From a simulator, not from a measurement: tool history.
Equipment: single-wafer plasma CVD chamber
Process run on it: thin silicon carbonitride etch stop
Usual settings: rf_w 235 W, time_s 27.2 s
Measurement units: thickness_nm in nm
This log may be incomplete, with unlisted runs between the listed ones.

run	day	rf_w	time_s	read-back reference wafer on the same gauge, thickness_nm	thickness_nm
1	0.000	235	27.2	16.400	15.678
2	0.667	235	27.2	16.406	15.779
3	2.971	210	27.2	16.392	15.505
4	4.279	210	27.2	16.404	15.445
# day 5.608: RF generator calibrated
5	5.667	235	31.4	16.394	18.026
6	6.400	200	28.9	16.402	16.179
# day 6.946: gauge calibrated
# day 7.333: showerhead replaced
7	7.354	235	27.2	16.388	15.743
8	8.096	235	27.2	16.407	15.713
9	8.967	235	27.2	16.404	15.767
# day 9.308: thermocouple changed; heater temperature recalibrated
10	10.250	235	27.2	16.383	15.679
11	11.171	235	27.2	16.392	15.714
12	12.221	210	22.4	16.399	12.670
13	12.975	275	27.2	16.383	16.143
14	13.900	275	30.4	16.380	18.041
15	15.092	205	29.9	16.396	16.909
16	15.962	195	23.7	16.384	13.295
17	17.125	275	23.1	16.385	13.740
18	17.858	200	29.7	16.420	16.747

Consider 5 possible next runs. They are alternatives, not a sequence: every one starts from the tool as it was left by run 18. What does each give?
A	17.875	235	27.2	?	?
B	17.875	205	24.1	?	?
C	17.875	235	32.3	?	?
D	17.875	225	28.8	?	?
E	17.875	235	24.0	?	?

run	read-back reference wafer on the same gauge, thickness_nm	thickness_nm
A	16.412	15.725
B	16.412	13.614
C	16.412	18.673
D	16.412	16.525
E	16.412	13.875
Without the tool's hidden state the same runs would have given:
run	thickness_nm
A	15.725
B	13.614
C	18.673
D	16.525
E	13.875
